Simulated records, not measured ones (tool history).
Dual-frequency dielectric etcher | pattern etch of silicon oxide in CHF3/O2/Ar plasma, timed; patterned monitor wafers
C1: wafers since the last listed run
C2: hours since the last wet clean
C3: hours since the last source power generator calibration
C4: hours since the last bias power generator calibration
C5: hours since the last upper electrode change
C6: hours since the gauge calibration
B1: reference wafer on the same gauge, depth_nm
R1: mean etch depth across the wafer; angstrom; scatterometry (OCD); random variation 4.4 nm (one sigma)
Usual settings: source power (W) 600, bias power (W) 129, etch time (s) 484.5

run 1 day=0 | source_power_(W)=510 bias_power_(W)=129 etch_time_(s)=484.5 | C1=0 C2=157.2 C3=201.5 C4=669.3 C5=4598.5 C6=331.8 | B1=856.9 | R1=7915
run 2 day=3.046 | source_power_(W)=510 bias_power_(W)=129 etch_time_(s)=484.5 | C1=191 C2=230.3 C3=274.6 C4=742.4 C5=4671.6 C6=404.9 | B1=859.4 | R1=7918
run 3 day=7.404 | source_power_(W)=600 bias_power_(W)=129 etch_time_(s)=410.5 | C1=273 C2=334.9 C3=379.2 C4=847 C5=4776.2 C6=509.5 | B1=856.9 | R1=7024
run 4 day=10.112 | source_power_(W)=710 bias_power_(W)=129 etch_time_(s)=484.5 | C1=169 C2=399.9 C3=444.2 C4=912 C5=4841.2 C6=574.5 | B1=858.6 | R1=8758
-- day=13.029 wet clean of the chamber
run 5 day=13.512 | source_power_(W)=560 bias_power_(W)=129 etch_time_(s)=484.5 | C1=150 C2=11.6 C3=525.8 C4=993.6 C5=4922.8 C6=656.1 | B1=857.9 | R1=8164
run 6 day=25.054 | source_power_(W)=600 bias_power_(W)=129 etch_time_(s)=600.5 | C1=723 C2=288.6 C3=802.8 C4=1270.6 C5=5199.8 C6=933.1 | B1=856.6 | R1=10287
run 7 day=28.367 | source_power_(W)=600 bias_power_(W)=129 etch_time_(s)=484.5 | C1=207 C2=368.1 C3=882.3 C4=1350.1 C5=5279.3 C6=1012.6 | B1=856.6 | R1=8318
run 8 day=31.417 | source_power_(W)=600 bias_power_(W)=129 etch_time_(s)=484.5 | C1=191 C2=441.3 C3=955.5 C4=1423.3 C5=5352.5 C6=1085.8 | B1=857.5 | R1=8348
run 9 day=33.321 | source_power_(W)=600 bias_power_(W)=129 etch_time_(s)=484.5 | C1=119 C2=487 C3=1001.2 C4=1469 C5=5398.2 C6=1131.5 | B1=858.1 | R1=8334
run 10 day=35.829 | source_power_(W)=600 bias_power_(W)=129 etch_time_(s)=484.5 | C1=157 C2=547.2 C3=1061.4 C4=1529.2 C5=5458.4 C6=1191.7 | B1=858.7 | R1=8387
-- day=36.85 wet clean of the chamber
run 11 day=37.558 | source_power_(W)=600 bias_power_(W)=129 etch_time_(s)=484.5 | C1=45 C2=17 C3=1102.9 C4=1570.7 C5=5499.9 C6=1233.2 | B1=858.4 | R1=8269
run 12 day=39.6 | source_power_(W)=600 bias_power_(W)=129 etch_time_(s)=484.5 | C1=128 C2=66 C3=1151.9 C4=1619.7 C5=5548.9 C6=1282.2 | B1=856.9 | R1=8394
run 13 day=41.475 | source_power_(W)=600 bias_power_(W)=129 etch_time_(s)=448.5 | C1=117 C2=111 C3=1196.9 C4=1664.7 C5=5593.9 C6=1327.2 | B1=856.4 | R1=7681
run 14 day=45.608 | source_power_(W)=600 bias_power_(W)=129 etch_time_(s)=448.5 | C1=259 C2=210.2 C3=1296.1 C4=1763.9 C5=5693.1 C6=1426.4 | B1=857.2 | R1=7691
-- day=47.079 gauge calibrated
run 15 day=47.442 | source_power_(W)=730 bias_power_(W)=129 etch_time_(s)=445.5 | C1=114 C2=254.2 C3=1340.1 C4=1807.9 C5=5737.1 C6=8.7 | B1=857.9 | R1=8184
run 16 day=50.171 | source_power_(W)=680 bias_power_(W)=129 etch_time_(s)=403.5 | C1=171 C2=319.7 C3=1405.6 C4=1873.4 C5=5802.6 C6=74.2 | B1=857.4 | R1=7257
run 17 day=53.946 | source_power_(W)=600 bias_power_(W)=159 etch_time_(s)=484.5 | C1=236 C2=410.3 C3=1496.2 C4=1964 C5=5893.2 C6=164.8 | B1=856.7 | R1=8794
run 18 day=57.862 | source_power_(W)=600 bias_power_(W)=129 etch_time_(s)=529 | C1=245 C2=504.3 C3=1590.2 C4=2058 C5=5987.2 C6=258.8 | B1=857 | R1=9098
-- day=60.408 wet clean of the chamber
run 19 day=60.588 | source_power_(W)=690 bias_power_(W)=119 etch_time_(s)=614 | C1=108 C2=4.3 C3=1655.6 C4=2123.4 C5=6052.6 C6=324.2 | B1=859.4 | R1=10898
-- day=66.692 bias power generator calibrated
-- day=69.25 source power generator calibrated
run 20 day=71.821 | source_power_(W)=600 bias_power_(W)=101 etch_time_(s)=484.5 | C1=683 C2=273.9 C3=61.7 C4=123.1 C5=6322.2 C6=593.8 | B1=858.9 | R1=7826
run 21 day=75.529 | source_power_(W)=600 bias_power_(W)=129 etch_time_(s)=342.5 | C1=232 C2=362.9 C3=150.7 C4=212.1 C5=6411.2 C6=682.8 | B1=857.4 | R1=5900
run 22 day=77.158 | source_power_(W)=720 bias_power_(W)=99 etch_time_(s)=339.5 | C1=102 C2=402 C3=189.8 C4=251.2 C5=6450.3 C6=721.9 | B1=857.5 | R1=5812
-- day=78.358 upper electrode replaced
run 23 day=80.192 | source_power_(W)=600 bias_power_(W)=129 etch_time_(s)=484.5 | C1=127 C2=474.8 C3=262.6 C4=324 C5=44 C6=794.7 | B1=858.5 | R1=8339
-- day=82.35 wet clean of the chamber
run 24 day=84.262 | source_power_(W)=600 bias_power_(W)=129 etch_time_(s)=484.5 | C1=192 C2=45.9 C3=360.3 C4=421.7 C5=141.7 C6=892.4 | B1=859.1 | R1=8360
run 25 day=88.267 | source_power_(W)=600 bias_power_(W)=119 etch_time_(s)=441.5 | C1=251 C2=142 C3=456.4 C4=517.8 C5=237.8 C6=988.5 | B1=859 | R1=7400
run 26 day=92.738 | source_power_(W)=600 bias_power_(W)=129 etch_time_(s)=484.5 | C1=280 C2=249.3 C3=563.7 C4=625.1 C5=345.1 C6=1095.8 | B1=858 | R1=8366
run 27 day=95.904 | source_power_(W)=710 bias_power_(W)=150 etch_time_(s)=484.5 | C1=198 C2=325.3 C3=639.7 C4=701.1 C5=421.1 C6=1171.8 | B1=858.7 | R1=9167
-- day=103.096 wet clean of the chamber
run 28 day=104.133 | source_power_(W)=600 bias_power_(W)=129 etch_time_(s)=484.5 | C1=453 C2=24.9 C3=837.2 C4=898.6 C5=618.6 C6=1369.3 | B1=857.9 | R1=8315

Hidden state at the last listed run before each entry between runs and at the first one after, where it differs:
Between runs 4 and 5: wet clean of the chamber (day 13.029)
  no hidden state differs between the two runs
Between runs 10 and 11: wet clean of the chamber (day 36.85)
  no hidden state differs between the two runs
Between runs 14 and 15: gauge calibrated (day 47.079)
  no hidden state differs between the two runs
Between runs 18 and 19: wet clean of the chamber (day 60.408)
  no hidden state differs between the two runs
Between runs 19 and 20: bias power generator calibrated (day 66.692); source power generator calibrated (day 69.25)
  no hidden state differs between the two runs
Between runs 22 and 23: upper electrode replaced (day 78.358)
  no hidden state differs between the two runs
Between runs 23 and 24: wet clean of the chamber (day 82.35)
  no hidden state differs between the two runs
Between runs 27 and 28: wet clean of the chamber (day 103.096)
  no hidden state differs between the two runs
